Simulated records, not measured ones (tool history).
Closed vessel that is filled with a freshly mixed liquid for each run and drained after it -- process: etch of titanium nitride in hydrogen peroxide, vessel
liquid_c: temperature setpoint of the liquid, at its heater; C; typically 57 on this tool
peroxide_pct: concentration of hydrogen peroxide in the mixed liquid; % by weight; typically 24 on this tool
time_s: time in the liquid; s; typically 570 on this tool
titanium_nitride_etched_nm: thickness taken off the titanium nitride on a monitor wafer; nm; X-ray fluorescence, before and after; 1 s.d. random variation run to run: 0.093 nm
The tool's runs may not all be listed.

run	hour	liquid_c	peroxide_pct	time_s	read-back film thickness of the titanium nitride reference wafer, read on the same gauge (nm)	titanium_nitride_etched_nm
1	0	57	24	570	100.53	23.82
2	72.9	57	24	640	100.58	26.56
3	173.6	57	24	640	100.62	26.39
4	249.5	57	24	640	100.76	26.81
5	285.8	57	24	570	100.73	23.74
6	343.8	57	24	570	100.8	23.81
7	439.2	57	24	570	100.86	23.72
8	541.1	57	24	570	100.93	23.87
9	647	57	24	570	101.05	23.81
10	717.3	57	24	570	101.11	23.81
11	769	57	24	570	101.17	23.85
12	824.8	57	24	570	101.19	23.77
13	880.2	57	24	710	101.3	29.62
14	964.4	61	18	835	101.39	43.11
15	1246.2	47.5	24	570	101.71	12.15
16	1294.2	57	18	685	101.77	26.88
17	1341.7	62	30	420	101.79	26.12
18	1427.8	57	24	570	101.93	23.89
19	1527.5	57	26	570	99.95	24.17
20	1574.8	57	24	570	99.96	23.54
21	1642.6	47.5	29.5	570	99.95	12.54
22	1712.9	61	18	835	99.99	42.56
23	1771.3	57	18.5	775	99.99	30.2
24	2040.4	62.5	26.5	860	99.99	52.57
25	2148.2	57	18.5	680	100.05	26.75

Not shown here: 7 entries made in the log between runs. Locate each between two listed runs and compare the hidden state at the listed run before it with the hidden state at the listed run after it:
Run 3 -> run 4: new drum of peroxide connected (hour 205.3)
  gauge reads high (%): 0.656 -> 0.707
  measured less the result without the state, titanium_nitride_etched_nm: +0.17 -> +0.19 nm
Run 10 -> run 11: new drum of peroxide connected (hour 743.8)
  gauge reads high (%): 1.1 -> 1.15
  measured less the result without the state, titanium_nitride_etched_nm: +0.26 -> +0.27 nm
Run 14 -> run 15: peroxide flow meter replaced (hour 1180.8)
  gauge reads high (%): 1.35 -> 1.69
  measured less the result without the state, titanium_nitride_etched_nm: +0.58 -> +0.2 nm
Run 15 -> run 16: new drum of peroxide connected (hour 1253.7)
  gauge reads high (%): 1.69 -> 1.75
  measured less the result without the state, titanium_nitride_etched_nm: +0.2 -> +0.46 nm
Run 18 -> run 19: thermometer replaced (hour 1433); gauge calibrated (hour 1512.4)
  gauge reads high (%): 1.92 -> -0.0295
  measured less the result without the state, titanium_nitride_etched_nm: +0.46 -> -0.01 nm
Run 23 -> run 24: new drum of peroxide connected (hour 1783.5)
  gauge reads high (%): -0.0108 -> 0.0486
  measured less the result without the state, titanium_nitride_etched_nm: +0 -> +0.03 nm
